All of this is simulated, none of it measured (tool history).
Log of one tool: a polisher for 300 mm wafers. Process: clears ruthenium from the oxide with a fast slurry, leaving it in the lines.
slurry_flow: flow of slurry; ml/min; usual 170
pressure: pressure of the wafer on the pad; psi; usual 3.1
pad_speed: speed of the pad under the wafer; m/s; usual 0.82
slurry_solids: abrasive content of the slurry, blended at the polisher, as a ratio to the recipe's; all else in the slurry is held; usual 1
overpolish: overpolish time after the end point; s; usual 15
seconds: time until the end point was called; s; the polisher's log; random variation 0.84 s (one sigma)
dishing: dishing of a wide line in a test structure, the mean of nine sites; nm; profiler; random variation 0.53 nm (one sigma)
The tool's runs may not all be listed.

run,hour,slurry_flow,pressure,pad_speed,slurry_solids,overpolish,wafers since the last listed run,wafers polished on this pad,hours since the slurry nozzle was cleaned,hours since the head pressure was calibrated,hours since the slurry blender was calibrated,"incoming thickness of the incoming film, nm",seconds,dishing
1,0,170,3.1,0.82,1,15,0,3196,289.2,253.5,30.4,161.4,49.2,37.9
2,77,170,3.1,0.82,1,15,759,3955,366.2,330.5,107.4,159.5,51.1,38.4
3,159.9,195,3.1,0.82,1,15,817,4773,449.1,413.4,190.3,160.6,49.2,38.6
# hour 200.2: slurry nozzle cleaned
# hour 209.3: worn pad replaced by a new one
4,249.8,170,3.1,0.82,1,15,837,399,49.6,503.3,280.2,162.7,47.4,41.2
5,347.1,170,3.1,0.82,1,15,959,1358,146.9,600.6,377.5,160.9,48.6,39.9
# hour 388: slurry blender recalibrated
6,429.7,170,3.1,0.82,1,15,794,2153,229.5,683.2,41.7,159.2,49.5,38.8
# hour 457.5: head pressure recalibrated
7,473,170,3.1,0.82,1,15,407,2560,272.8,15.5,85,157,47.7,38.3
8,561.3,170,3.1,0.82,1,15,870,3431,361.1,103.8,173.3,161.4,51.5,38.4
9,621.8,170,3.1,0.96,1,15,596,4027,421.6,164.3,233.8,158.2,44.6,42.1
# hour 708.1: worn pad replaced by a new one
10,722.5,170,3.1,0.96,1,15,953,141,522.3,265,334.5,160,40.1,47.3
# hour 732.5: slurry nozzle cleaned
11,804.3,170,3.1,0.96,1,15,796,938,71.8,346.8,416.3,159.4,41.4,45.3
# hour 829.4: slurry blender recalibrated
12,898.7,170,3.8,1.04,1,8,911,1849,166.2,441.2,69.3,160.1,34.4,31.8
13,952.9,170,3.1,0.58,1,10,534,2383,220.4,495.4,123.5,158.6,63.1,20.6
14,1058.9,170,3.1,0.82,1,15,1045,3429,326.4,601.4,229.5,158.2,48.1,38.4
15,1136.7,220,3.1,0.82,0.85,15,767,4196,404.2,679.2,307.3,160,51.6,36.4
# hour 1144.1: worn pad replaced by a new one
16,1175.1,170,3.1,0.82,1,15,339,305,442.6,717.6,345.7,158.3,45.3,40.4
# hour 1188.4: head pressure recalibrated
# hour 1212.3: slurry nozzle cleaned
17,1282.3,225,3.1,0.82,1.3,21,1027,1332,70,93.9,452.9,157.3,42.8,59.2
# hour 1288.2: slurry blender recalibrated
18,1357.8,170,3.1,0.82,1,15,724,2057,145.5,169.4,69.6,161.7,49.4,39.5
19,1441.8,170,3.9,0.66,1,15,828,2885,229.5,253.4,153.6,160.2,50.3,38.8
20,1481.5,170,2.3,1.04,1,15,391,3277,269.2,293.1,193.3,161.1,51.8,37.4
21,1518.8,215,3.1,0.94,1,15,367,3645,306.5,330.4,230.6,159,41.6,43.6
# hour 1565.7: worn pad replaced by a new one
22,1576.5,170,3.1,0.64,1,10,529,106,364.2,388.1,288.3,162.2,57.4,23.9
23,1672.5,210,3.1,0.82,1,9,946,1052,460.2,484.1,384.3,157.2,46.7,25.6
24,1714.4,170,2.6,0.82,1,15,413,1466,502.1,526,426.2,157.8,52.7,33.9
# hour 1741.2: slurry nozzle cleaned
25,1768.3,170,3.1,0.82,1,15,521,1987,27.1,579.9,480.1,159.4,50.5,39.1
# hour 1838.6: slurry blender recalibrated
26,1841.9,210,2.2,0.82,1.2,15,706,2693,100.7,653.5,3.3,157.7,59.7,32.9
27,1935,185,2.5,0.82,1,15,918,3611,193.8,746.6,96.4,157.4,57.9,33
28,1979.3,170,3.1,0.82,1,8,436,4048,238.1,790.9,140.7,160.5,50.6,21.5
# hour 2009.4: worn pad replaced by a new one
29,2018.6,170,2.7,0.66,1.15,23,348,90,277.4,830.2,180,158.3,57.6,49

How the hidden state differs across the entries between the runs, from the last listed run before each to the first after it:
Between runs 3 and 4: slurry nozzle cleaned (hour 200.2); worn pad replaced by a new one (hour 209.3)
  removal rate lost through wear of the pad, %: 12.2 -> 3.52
  measured less the result without the state, seconds: +6.1 -> +1.7 s; dishing: -4.7 -> -1.3 nm
Between runs 5 and 6: slurry blender recalibrated (hour 388)
  removal rate lost through wear of the pad, %: 7.97 -> 10.1
  measured less the result without the state, seconds: +3.9 -> +5 s; dishing: -3 -> -3.8 nm
Between runs 6 and 7: head pressure recalibrated (hour 457.5)
  removal rate lost through wear of the pad, %: 10.1 -> 10.9
  measured less the result without the state, seconds: +5 -> +5.2 s; dishing: -3.8 -> -4.1 nm
Between runs 9 and 10: worn pad replaced by a new one (hour 708.1)
  removal rate lost through wear of the pad, %: 12.4 -> 1.54
  measured less the result without the state, seconds: +5.5 -> +0.6 s; dishing: -5.1 -> -0.6 nm
Between runs 10 and 11: slurry nozzle cleaned (hour 732.5)
  removal rate lost through wear of the pad, %: 1.54 -> 6.13
  measured less the result without the state, seconds: +0.6 -> +2.5 s; dishing: -0.6 -> -2.5 nm
Between runs 11 and 12: slurry blender recalibrated (hour 829.4)
  removal rate lost through wear of the pad, %: 6.13 -> 9.22
  measured less the result without the state, seconds: +2.5 -> +3.2 s; dishing: -2.5 -> -2.9 nm
Between runs 15 and 16: worn pad replaced by a new one (hour 1144.1)
  removal rate lost through wear of the pad, %: 12.2 -> 3.26
  measured less the result without the state, seconds: +6.3 -> +1.5 s; dishing: -4.5 -> -1.2 nm
Between runs 16 and 17: head pressure recalibrated (hour 1188.4); slurry nozzle cleaned (hour 1212.3)
  removal rate lost through wear of the pad, %: 3.26 -> 8.32
  measured less the result without the state, seconds: +1.5 -> +3.5 s; dishing: -1.2 -> -4.3 nm
Between runs 17 and 18: slurry blender recalibrated (hour 1288.2)
  removal rate lost through wear of the pad, %: 8.32 -> 10.3
  measured less the result without the state, seconds: +3.5 -> +5.1 s; dishing: -4.3 -> -4 nm
Between runs 21 and 22: worn pad replaced by a new one (hour 1565.7)
  removal rate lost through wear of the pad, %: 12.4 -> 2.1
  measured less the result without the state, seconds: +5.2 -> +1.3 s; dishing: -5.3 -> -0.5 nm
Between runs 24 and 25: slurry nozzle cleaned (hour 1741.2)
  removal rate lost through wear of the pad, %: 8.89 -> 10.3
  measured less the result without the state, seconds: +4.7 -> +5.2 s; dishing: -3 -> -3.9 nm
Between runs 25 and 26: slurry blender recalibrated (hour 1838.6)
  removal rate lost through wear of the pad, %: 10.3 -> 11.6
  measured less the result without the state, seconds: +5.2 -> +7 s; dishing: -3.9 -> -3.9 nm
Between runs 28 and 29: worn pad replaced by a new one (hour 2009.4)
  removal rate lost through wear of the pad, %: 12.9 -> 3.51
  measured less the result without the state, seconds: +6.5 -> +2 s; dishing: -2.9 -> -1.5 nm
